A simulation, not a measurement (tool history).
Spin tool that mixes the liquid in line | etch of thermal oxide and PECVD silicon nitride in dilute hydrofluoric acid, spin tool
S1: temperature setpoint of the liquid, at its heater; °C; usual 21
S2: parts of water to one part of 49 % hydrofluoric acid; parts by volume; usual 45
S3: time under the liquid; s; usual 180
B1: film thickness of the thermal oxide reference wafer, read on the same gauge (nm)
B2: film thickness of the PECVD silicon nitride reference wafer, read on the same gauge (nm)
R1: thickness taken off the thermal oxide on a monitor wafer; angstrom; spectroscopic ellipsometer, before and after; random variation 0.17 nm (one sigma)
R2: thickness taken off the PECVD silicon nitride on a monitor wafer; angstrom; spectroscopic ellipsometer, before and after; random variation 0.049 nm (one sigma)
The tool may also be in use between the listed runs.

run 1 hour=0 | S1=21 S2=45 S3=180 | B1=132.76 B2=75.86 | R1=198.5 R2=137
run 2 hour=56.4 | S1=21 S2=45 S3=180 | B1=132.62 B2=75.75 | R1=202.3 R2=136.3
run 3 hour=195 | S1=21 S2=45 S3=180 | B1=132.28 B2=75.59 | R1=201.2 R2=136.6
-- hour=208.6 thermometer replaced
run 4 hour=233.3 | S1=18.5 S2=45 S3=180 | B1=132.19 B2=75.54 | R1=178.8 R2=114.8
run 5 hour=281 | S1=21 S2=45 S3=180 | B1=132.08 B2=75.49 | R1=199.2 R2=136.3
run 6 hour=333.4 | S1=21 S2=45 S3=180 | B1=131.96 B2=75.45 | R1=200.2 R2=136.4
run 7 hour=373.1 | S1=21 S2=30 S3=75 | B1=131.94 B2=75.42 | R1=124.7 R2=84.1
run 8 hour=421.2 | S1=21 S2=45 S3=180 | B1=131.91 B2=75.36 | R1=197.2 R2=137
run 9 hour=487.2 | S1=21 S2=45 S3=180 | B1=131.85 B2=75.3 | R1=197.2 R2=136.3
run 10 hour=565.6 | S1=19 S2=45 S3=180 | B1=131.7 B2=75.24 | R1=180.5 R2=117.7
run 11 hour=621.5 | S1=21 S2=45 S3=130 | B1=131.66 B2=75.22 | R1=143.6 R2=98.7
run 12 hour=675.1 | S1=21 S2=50 S3=210 | B1=131.59 B2=75.21 | R1=207.2 R2=143.2
-- hour=702.1 gauge calibrated
run 13 hour=733.7 | S1=17 S2=45 S3=230 | B1=138.87 B2=79.35 | R1=225.4 R2=138.2
run 14 hour=777.6 | S1=21 S2=45 S3=180 | B1=138.15 B2=78.95 | R1=206.4 R2=143.3
-- hour=782.6 hydrofluoric acid flow meter replaced
run 15 hour=804.7 | S1=21 S2=35 S3=180 | B1=137.76 B2=78.7 | R1=269.1 R2=181.3
run 16 hour=833.7 | S1=21 S2=45 S3=105 | B1=137.33 B2=78.47 | R1=121.6 R2=82.5
run 17 hour=880 | S1=17 S2=55 S3=115 | B1=136.72 B2=78.1 | R1=88.9 R2=56.5
run 18 hour=947.4 | S1=21 S2=30 S3=250 | B1=135.84 B2=77.65 | R1=427.4 R2=287.4
run 19 hour=994.8 | S1=21 S2=40 S3=180 | B1=135.39 B2=77.35 | R1=229.7 R2=156.6
run 20 hour=1036.1 | S1=17 S2=35 S3=80 | B1=134.98 B2=77.12 | R1=98.7 R2=59.6
run 21 hour=1079.5 | S1=21 S2=45 S3=180 | B1=134.57 B2=76.89 | R1=204.3 R2=139.8
run 22 hour=1127.6 | S1=26 S2=45 S3=215 | B1=134.08 B2=76.66 | R1=297.3 R2=232.8
run 23 hour=1186.2 | S1=18 S2=25 S3=80 | B1=133.69 B2=76.41 | R1=144.5 R2=88.2
run 24 hour=1230.5 | S1=24.5 S2=30 S3=180 | B1=133.38 B2=76.22 | R1=351.9 R2=259.3
run 25 hour=1300.3 | S1=23 S2=25 S3=220 | B1=132.94 B2=75.96 | R1=490.6 R2=338.7

Measured less the same run without the tool's hidden state. The same run-to-run variation is in both; the gauge's scatter may not be:
The hidden state here: liquid hotter than its thermometer reads (K); hydrofluoric acid flow below the setpoint (%); gauge reads high (%).
run=1 R1=-10.8 R2=-7.5
run=2 R1=-11.3 R2=-7.6
run=3 R1=-11.7 R2=-7.9
run=4 R1=-10.6 R2=-6.8
run=5 R1=-11.9 R2=-8.2
run=6 R1=-12.1 R2=-8.3
run=7 R1=-7.6 R2=-5.1
run=8 R1=-12.2 R2=-8.4
run=9 R1=-12.2 R2=-8.4
run=10 R1=-11.3 R2=-7.4
run=11 R1=-9.1 R2=-6.2
run=12 R1=-13.2 R2=-9.2
run=13 R1=-1.9 R2=-1.2
run=14 R1=-2.7 R2=-2
run=15 R1=-4.5 R2=-3
run=16 R1=-2.3 R2=-1.6
run=17 R1=-2.2 R2=-1.4
run=18 R1=-12.9 R2=-8.7
run=19 R1=-7.8 R2=-5.4
run=20 R1=-3.7 R2=-2.3
run=21 R1=-8.3 R2=-5.7
run=22 R1=-13 R2=-10.1
run=23 R1=-6.9 R2=-4.2
run=24 R1=-17.5 R2=-12.9
run=25 R1=-26.1 R2=-18
